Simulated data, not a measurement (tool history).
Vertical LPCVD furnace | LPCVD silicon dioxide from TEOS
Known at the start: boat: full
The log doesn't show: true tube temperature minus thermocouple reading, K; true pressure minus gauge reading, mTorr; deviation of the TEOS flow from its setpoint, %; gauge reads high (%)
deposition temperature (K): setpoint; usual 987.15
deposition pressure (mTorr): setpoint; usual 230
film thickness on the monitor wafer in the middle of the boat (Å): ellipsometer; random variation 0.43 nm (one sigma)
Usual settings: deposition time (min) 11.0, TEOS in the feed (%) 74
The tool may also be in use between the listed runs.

| run | hour | deposition temperature (K) | deposition pressure (mTorr) | deposition time (min) | TEOS in the feed (%) | wafers since the last listed run | hours since the last temperature calibration | hours since the pressure gauge was zeroed | hours since the TEOS flow controller was replaced | hours since the gauge calibration | read-back reference wafer on the same gauge, thickness | film thickness on the monitor wafer in the middle of the boat (Å) |
|---|---|---|---|---|---|---|---|---|---|---|---|---|
| 1 | 0.0 | 987.15 | 215 | 12.5 | 74 | 0 | 2097.6 | 3664.0 | 4045.8 | 635.7 | 129.03 | 1260.3 |
| 2 | 196.0 | 987.15 | 230 | 11.0 | 74 | 5518 | 2293.6 | 3860.0 | 4241.8 | 831.7 | 128.75 | 1156.3 |
| 3 | 402.4 | 987.15 | 230 | 11.0 | 74 | 5811 | 2500.0 | 4066.4 | 4448.2 | 1038.1 | 129.01 | 1161.7 |
| 4 | 443.2 | 980.15 | 230 | 11.0 | 74 | 1148 | 2540.8 | 4107.2 | 4489.0 | 1078.9 | 129.09 | 983.5 |
|  | 487.5 | gauge calibrated |
| 5 | 492.0 | 982.15 | 230 | 11.0 | 74 | 1373 | 2589.6 | 4156.0 | 4537.8 | 4.5 | 128.91 | 1025.2 |
| 6 | 588.6 | 982.15 | 230 | 11.0 | 74 | 2719 | 2686.2 | 4252.6 | 4634.4 | 101.1 | 129.09 | 1039.1 |
| 7 | 631.2 | 982.15 | 230 | 11.0 | 74 | 1199 | 2728.8 | 4295.2 | 4677.0 | 143.7 | 128.89 | 1038.5 |
| 8 | 671.5 | 987.15 | 230 | 11.0 | 74 | 1134 | 2769.1 | 4335.5 | 4717.3 | 184.0 | 129.04 | 1156.8 |
| 9 | 756.7 | 987.15 | 230 | 11.0 | 74 | 2398 | 2854.3 | 4420.7 | 4802.5 | 269.2 | 129.18 | 1170.3 |
| 10 | 839.9 | 987.15 | 230 | 11.0 | 74 | 2342 | 2937.5 | 4503.9 | 4885.7 | 352.4 | 128.81 | 1162.7 |
| 11 | 909.4 | 987.15 | 230 | 11.0 | 74 | 1956 | 3007.0 | 4573.4 | 4955.2 | 421.9 | 128.87 | 1169.8 |
| 12 | 948.3 | 987.15 | 230 | 11.0 | 74 | 1095 | 3045.9 | 4612.3 | 4994.1 | 460.8 | 128.87 | 1161.7 |
| 13 | 1025.2 | 987.15 | 230 | 11.0 | 82 | 2165 | 3122.8 | 4689.2 | 5071.0 | 537.7 | 128.98 | 1227.2 |
| 14 | 1081.3 | 977.15 | 195 | 14.5 | 61 | 1579 | 3178.9 | 4745.3 | 5127.1 | 593.8 | 128.86 | 1034.9 |
|  | 1130.2 | pressure gauge zeroed |
| 15 | 1153.8 | 997.15 | 270 | 11.0 | 82 | 1365 | 3251.4 | 23.6 | 5199.6 | 666.3 | 128.86 | 1667.5 |
|  | 1436.3 | gauge calibrated |
| 16 | 1454.9 | 987.15 | 230 | 11.0 | 74 | 8477 | 3552.5 | 324.7 | 5500.7 | 18.6 | 128.98 | 1182.5 |
|  | 1517.0 | TEOS flow controller replaced |
| 17 | 1534.0 | 978.15 | 260 | 11.0 | 74 | 1551 | 3631.6 | 403.8 | 17.0 | 97.7 | 128.83 | 1030.7 |
| 18 | 1589.1 | 999.15 | 230 | 11.0 | 74 | 1551 | 3686.7 | 458.9 | 72.1 | 152.8 | 128.86 | 1539.8 |
|  | 1667.5 | thermocouples replaced and temperature profile calibrated |
| 19 | 1679.5 | 987.15 | 210 | 9.0 | 82 | 1869 | 12.0 | 549.3 | 162.5 | 243.2 | 128.97 | 901.0 |
| 20 | 1746.6 | 987.15 | 180 | 11.0 | 74 | 1889 | 79.1 | 616.4 | 229.6 | 310.3 | 129.18 | 980.6 |
| 21 | 1848.4 | 983.15 | 190 | 11.0 | 89 | 2866 | 180.9 | 718.2 | 331.4 | 412.1 | 128.88 | 1014.8 |
| 22 | 1902.5 | 987.15 | 230 | 11.0 | 62 | 1523 | 235.0 | 772.3 | 385.5 | 466.2 | 129.04 | 1019.1 |
| 23 | 1977.7 | 987.15 | 230 | 11.0 | 74 | 2117 | 310.2 | 847.5 | 460.7 | 541.4 | 128.91 | 1110.7 |
| 24 | 2052.6 | 987.15 | 265 | 11.0 | 87 | 2108 | 385.1 | 922.4 | 535.6 | 616.3 | 128.98 | 1297.1 |
| 25 | 2134.3 | 997.15 | 250 | 11.0 | 74 | 2300 | 466.8 | 1004.1 | 617.3 | 698.0 | 129.10 | 1449.9 |

Some steps in film thickness on the monitor wafer in the middle of the boat (Å) between neighbouring runs. How much of each would the tool show without its hidden state too (settings, what came in, random variation), and how much is left for the hidden state, with any gauge scatter that isn't in both results?
Run 14 -> 15: deposition temperature (K) 977.15 -> 997.15, deposition pressure (mTorr) 195 -> 270, deposition time (min) 14.5 -> 11.0, TEOS in the feed (%) 61 -> 82, pressure gauge zeroed. film thickness on the monitor wafer in the middle of the boat (Å) +632.6: hidden state +37.0, all else +595.6.
Run 18 -> 19: deposition temperature (K) 999.15 -> 987.15, deposition pressure (mTorr) 230 -> 210, deposition time (min) 11.0 -> 9.0, TEOS in the feed (%) 74 -> 82, thermocouples replaced and temperature profile calibrated. film thickness on the monitor wafer in the middle of the boat (Å) -638.8: hidden state -100.1, all else -538.7.

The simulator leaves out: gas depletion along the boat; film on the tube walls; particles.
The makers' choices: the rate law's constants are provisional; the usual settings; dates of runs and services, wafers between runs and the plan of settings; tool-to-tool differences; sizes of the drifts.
